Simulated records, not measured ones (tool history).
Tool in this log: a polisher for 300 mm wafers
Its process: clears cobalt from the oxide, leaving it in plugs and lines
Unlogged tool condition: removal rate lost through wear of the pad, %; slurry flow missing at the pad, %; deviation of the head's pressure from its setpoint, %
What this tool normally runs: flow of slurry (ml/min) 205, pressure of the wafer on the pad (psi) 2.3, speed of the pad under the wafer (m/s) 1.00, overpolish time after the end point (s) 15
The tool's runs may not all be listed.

run	hour	flow of slurry (ml/min)	pressure of the wafer on the pad (psi)	speed of the pad under the wafer (m/s)	overpolish time after the end point (s)	wafers since the last listed run	wafers polished on this pad	hours since the slurry nozzle was cleaned	hours since the head pressure was calibrated	incoming thickness of the incoming film, nm	time until the end point was called (s)	dishing of a wide line in a test structure (angstrom)
1	0.0	205	2.3	1.00	15	0	58	503.9	560.2	258.4	44.0	528
2	14.7	205	2.3	0.72	15	119	177	518.6	574.9	260.6	58.6	453
3	27.0	170	2.3	0.78	15	99	277	530.9	587.2	261.5	56.4	466
4	42.4	170	2.3	0.78	15	124	402	546.3	602.6	258.8	57.2	471
5	52.3	205	2.3	1.00	15	80	482	556.2	612.5	261.5	46.9	523
6	69.3	205	2.3	1.00	15	137	620	573.2	629.5	260.6	47.0	525
7	81.3	205	2.3	1.00	15	97	718	585.2	641.5	256.8	45.5	527
8	96.5	205	2.3	1.00	15	123	841	600.4	656.7	258.2	46.9	529
9	105.8	205	2.3	1.00	15	75	916	609.7	666.0	260.2	47.6	526
10	120.4	205	2.3	1.00	15	118	1035	624.3	680.6	255.3	46.8	511
# hour 127.3: worn pad replaced by a new one
11	133.7	205	2.7	1.00	10	75	51	637.6	693.9	255.3	42.7	418
12	147.1	205	2.7	1.00	10	108	160	651.0	707.3	259.3	43.4	406
13	163.7	135	2.5	1.00	15	134	295	667.6	723.9	259.3	49.9	494
14	180.5	140	2.3	1.00	11	136	431	684.4	740.7	260.0	56.2	370
15	189.3	275	2.8	0.74	12	71	502	693.2	749.5	261.0	53.9	394
# hour 200.8: worn pad replaced by a new one, repeated, since the last time left the tool worse
# hour 206.1: slurry nozzle cleaned
16	225.0	205	2.3	1.00	15	249	188	18.9	785.2	256.9	45.0	527
17	241.6	205	2.0	1.00	21	134	323	35.5	801.8	258.8	52.1	601
18	251.7	205	2.3	1.00	15	81	404	45.6	811.9	260.8	46.2	533
19	259.5	205	2.9	1.00	15	63	468	53.4	819.7	264.9	37.1	623
# hour 261.9: head pressure recalibrated
20	281.4	205	2.8	1.20	15	161	629	75.3	19.5	262.2	33.3	662
21	299.0	205	2.7	1.00	10	142	772	92.9	37.1	261.9	40.1	442
22	308.8	205	1.6	1.30	15	79	851	102.7	46.9	262.1	55.0	473
23	324.3	205	2.3	1.00	15	125	977	118.2	62.4	258.0	46.6	516
# hour 337.9: worn pad replaced by a new one
24	338.9	245	1.9	0.72	15	85	8	132.8	77.0	262.0	69.5	376

Predict each of these 3 candidate next runs independently; none follows another, all start after run 24:
A	339.3	205	2.3	1.26	15	3	11	133.2	77.4	261.7	?	?
B	339.3	175	2.3	1.22	18	3	11	133.2	77.4	261.7	?	?
C	339.3	180	1.9	1.28	15	3	11	133.2	77.4	261.7	?	?

run	time until the end point was called (s)	dishing of a wide line in a test structure (angstrom)
A	37.2	614
B	38.9	663
C	45.1	545
Take away the tool's hidden state, keep each run's random variation, and the runs would have read:
run	time until the end point was called (s)	dishing of a wide line in a test structure (angstrom)
A	37.0	615
B	38.8	664
C	44.9	546

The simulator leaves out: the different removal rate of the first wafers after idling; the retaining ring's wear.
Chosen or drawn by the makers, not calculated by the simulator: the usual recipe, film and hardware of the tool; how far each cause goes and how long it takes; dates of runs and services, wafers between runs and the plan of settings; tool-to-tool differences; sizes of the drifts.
